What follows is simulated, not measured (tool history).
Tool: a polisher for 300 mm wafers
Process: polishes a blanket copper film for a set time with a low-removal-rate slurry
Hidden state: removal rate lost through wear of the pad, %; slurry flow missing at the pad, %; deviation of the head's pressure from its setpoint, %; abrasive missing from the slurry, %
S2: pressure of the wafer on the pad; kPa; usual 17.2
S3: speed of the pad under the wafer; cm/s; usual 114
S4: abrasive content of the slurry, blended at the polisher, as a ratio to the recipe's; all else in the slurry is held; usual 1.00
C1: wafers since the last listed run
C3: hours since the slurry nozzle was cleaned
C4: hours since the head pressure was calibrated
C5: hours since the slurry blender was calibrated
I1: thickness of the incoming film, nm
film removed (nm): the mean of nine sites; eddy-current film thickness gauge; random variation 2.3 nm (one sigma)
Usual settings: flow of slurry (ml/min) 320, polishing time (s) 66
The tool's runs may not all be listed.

Run 1, hour 0.0: usual settings; C1 0; wafers polished on this pad 288; C3 378.9; C4 394.3; C5 126.7; I1 1423.9. Result: film removed (nm) 159.9.
Run 2, hour 31.0: usual settings; C1 186; wafers polished on this pad 475; C3 409.9; C4 425.3; C5 157.7; I1 1427.1. Result: film removed (nm) 159.0.
Run 3, hour 48.7: usual settings but flow of slurry (ml/min) 390, polishing time (s) 80; C1 106; wafers polished on this pad 581; C3 427.6; C4 443.0; C5 175.4; I1 1424.3. Result: film removed (nm) 196.1.
At hour 61.8: slurry blender recalibrated.
Run 4, hour 72.9: usual settings but flow of slurry (ml/min) 390, polishing time (s) 80; C1 133; wafers polished on this pad 715; C3 451.8; C4 467.2; C5 11.1; I1 1438.5. Result: film removed (nm) 193.5.
At hour 104.1: slurry nozzle cleaned.
Run 5, hour 107.2: usual settings but flow of slurry (ml/min) 390, polishing time (s) 80; C1 200; wafers polished on this pad 915; C3 3.1; C4 501.5; C5 45.4; I1 1454.6. Result: film removed (nm) 193.4.
Run 6, hour 132.1: usual settings but S2 13.8 kPa; C1 149; wafers polished on this pad 1065; C3 28.0; C4 526.4; C5 70.3; I1 1423.7. Result: film removed (nm) 126.8.
Run 7, hour 147.2: usual settings but flow of slurry (ml/min) 245, S4 0.80; C1 90; wafers polished on this pad 1156; C3 43.1; C4 541.5; C5 85.4; I1 1452.7. Result: film removed (nm) 149.8.
At hour 156.2: head pressure recalibrated.
Run 8, hour 179.1: usual settings; C1 180; wafers polished on this pad 1336; C3 75.0; C4 22.9; C5 117.3; I1 1425.9. Result: film removed (nm) 165.2.
At hour 188.0: worn pad replaced by a new one.
Run 9, hour 212.1: usual settings; C1 174; wafers polished on this pad 145; C3 108.0; C4 55.9; C5 150.3; I1 1440.9. Result: film removed (nm) 170.2.
At hour 246.6: slurry blender recalibrated.
Run 10, hour 247.1: usual settings; C1 198; wafers polished on this pad 343; C3 143.0; C4 90.9; C5 0.5; I1 1434.2. Result: film removed (nm) 167.3.
Run 11, hour 260.3: usual settings but flow of slurry (ml/min) 415, S2 15.2 kPa, S4 0.90; C1 79; wafers polished on this pad 423; C3 156.2; C4 104.1; C5 13.7; I1 1448.5. Result: film removed (nm) 150.4.
Run 12, hour 275.9: usual settings but S4 0.85; C1 93; wafers polished on this pad 517; C3 171.8; C4 119.7; C5 29.3; I1 1421.8. Result: film removed (nm) 164.1.
Run 13, hour 290.0: usual settings but S4 0.90; C1 84; wafers polished on this pad 602; C3 185.9; C4 133.8; C5 43.4; I1 1404.2. Result: film removed (nm) 167.1.
Run 14, hour 321.9: usual settings but flow of slurry (ml/min) 400, S3 152 cm/s, S4 0.90; C1 192; wafers polished on this pad 794; C3 217.8; C4 165.7; C5 75.3; I1 1407.5. Result: film removed (nm) 219.5.
Run 15, hour 345.3: usual settings but flow of slurry (ml/min) 395; C1 140; wafers polished on this pad 935; C3 241.2; C4 189.1; C5 98.7; I1 1434.7. Result: film removed (nm) 169.8.
Run 16, hour 370.4: usual settings but flow of slurry (ml/min) 245, S4 0.80; C1 151; wafers polished on this pad 1086; C3 266.3; C4 214.2; C5 123.8; I1 1434.7. Result: film removed (nm) 158.5.
Run 17, hour 390.3: usual settings but flow of slurry (ml/min) 405, S2 13.8 kPa, polishing time (s) 75; C1 119; wafers polished on this pad 1206; C3 286.2; C4 234.1; C5 143.7; I1 1404.5. Result: film removed (nm) 154.2.
At hour 407.8: worn pad replaced by a new one.
Run 18, hour 410.0: usual settings but flow of slurry (ml/min) 405, S2 13.8 kPa, polishing time (s) 75; C1 94; wafers polished on this pad 13; C3 305.9; C4 253.8; C5 163.4; I1 1442.6. Result: film removed (nm) 157.5.
At hour 486.3: slurry blender recalibrated.
Run 19, hour 508.9: usual settings but S2 14.5 kPa, S3 74 cm/s, polishing time (s) 88; C1 583; wafers polished on this pad 596; C3 404.8; C4 352.7; C5 22.6; I1 1411.5. Result: film removed (nm) 132.7.
Run 20, hour 526.9: usual settings but flow of slurry (ml/min) 265, S2 12.4 kPa, S4 1.30, polishing time (s) 84; C1 108; wafers polished on this pad 705; C3 422.8; C4 370.7; C5 40.6; I1 1444.2. Result: film removed (nm) 161.8.
Run 21, hour 560.1: usual settings; C1 199; wafers polished on this pad 905; C3 456.0; C4 403.9; C5 73.8; I1 1406.2. Result: film removed (nm) 156.7.
Run 22, hour 583.3: usual settings but S2 13.1 kPa; C1 139; wafers polished on this pad 1044; C3 479.2; C4 427.1; C5 97.0; I1 1428.2. Result: film removed (nm) 127.3.
At hour 588.8: slurry nozzle cleaned.
At hour 591.4: worn pad replaced by a new one.
Run 23, hour 608.1: usual settings; C1 127; wafers polished on this pad 100; C3 19.3; C4 451.9; C5 121.8; I1 1408.0. Result: film removed (nm) 162.5.
Run 24, hour 630.5: usual settings but flow of slurry (ml/min) 405, S2 13.8 kPa, polishing time (s) 75; C1 134; wafers polished on this pad 235; C3 41.7; C4 474.3; C5 144.2; I1 1423.9. Result: film removed (nm) 148.5.
Run 25, hour 651.3: usual settings; C1 125; wafers polished on this pad 360; C3 62.5; C4 495.1; C5 165.0; I1 1424.4. Result: film removed (nm) 158.2.
Run 26, hour 671.1: usual settings but S4 1.20; C1 119; wafers polished on this pad 479; C3 82.3; C4 514.9; C5 184.8; I1 1410.7. Result: film removed (nm) 160.3.
Run 27, hour 684.1: usual settings but flow of slurry (ml/min) 415, S2 22.8 kPa, S3 154 cm/s; C1 78; wafers polished on this pad 558; C3 95.3; C4 527.9; C5 197.8; I1 1423.1. Result: film removed (nm) 265.8.
At hour 688.1: slurry blender recalibrated.
Run 28, hour 710.5: usual settings but flow of slurry (ml/min) 220, S2 13.1 kPa; C1 146; wafers polished on this pad 704; C3 121.7; C4 554.3; C5 22.4; I1 1427.1. Result: film removed (nm) 119.2.
Run 29, hour 729.0: usual settings but flow of slurry (ml/min) 380, S4 0.70; C1 111; wafers polished on this pad 816; C3 140.2; C4 572.8; C5 40.9; I1 1429.7. Result: film removed (nm) 148.1.
At hour 773.3: worn pad replaced by a new one.
Run 30, hour 774.7: usual settings but S3 102 cm/s; C1 251; wafers polished on this pad 8; C3 185.9; C4 618.5; C5 86.6; I1 1397.8. Result: film removed (nm) 137.0.
Run 31, hour 798.8: usual settings but S2 19.3 kPa, polishing time (s) 45; C1 145; wafers polished on this pad 153; C3 210.0; C4 642.6; C5 110.7; I1 1428.4. Result: film removed (nm) 114.2.

Hidden state at the last listed run before each entry between runs and at the first one after, where it differs:
Between runs 3 and 4: slurry blender recalibrated (hour 61.8)
  deviation of the head's pressure from its setpoint, %: -5.26 -> -5.9
  measured less the result without the state, film removed (nm): -9.6 -> -10.7
Between runs 4 and 5: slurry nozzle cleaned (hour 104.1)
  deviation of the head's pressure from its setpoint, %: -5.9 -> -6.87
  measured less the result without the state, film removed (nm): -10.7 -> -12.6
Between runs 7 and 8: head pressure recalibrated (hour 156.2)
  deviation of the head's pressure from its setpoint, %: -8.09 -> 1.18
  measured less the result without the state, film removed (nm): -11.6 -> +1.7
Between runs 8 and 9: worn pad replaced by a new one (hour 188.0)
  deviation of the head's pressure from its setpoint, %: 1.18 -> 1.1
  measured less the result without the state, film removed (nm): +1.7 -> +1.6
Between runs 9 and 10: slurry blender recalibrated (hour 246.6)
  deviation of the head's pressure from its setpoint, %: 1.1 -> 0.952
  measured less the result without the state, film removed (nm): +1.6 -> +1.4
Between runs 17 and 18: worn pad replaced by a new one (hour 407.8)
  deviation of the head's pressure from its setpoint, %: -0.403 -> -0.683
  measured less the result without the state, film removed (nm): -0.6 -> -0.9
Between runs 18 and 19: slurry blender recalibrated (hour 486.3)
  deviation of the head's pressure from its setpoint, %: -0.683 -> -2.43
  measured less the result without the state, film removed (nm): -0.9 -> -2.9
Between runs 22 and 23: slurry nozzle cleaned (hour 588.8); worn pad replaced by a new one (hour 591.4)
  deviation of the head's pressure from its setpoint, %: -4.12 -> -4.75
  measured less the result without the state, film removed (nm): -4.8 -> -7.1
Between runs 27 and 28: slurry blender recalibrated (hour 688.1)
  deviation of the head's pressure from its setpoint, %: -6.92 -> -7.75
  measured less the result without the state, film removed (nm): -17.4 -> -8.9
Between runs 29 and 30: worn pad replaced by a new one (hour 773.3)
  deviation of the head's pressure from its setpoint, %: -8.36 -> -9.94
  measured less the result without the state, film removed (nm): -11.9 -> -13.3
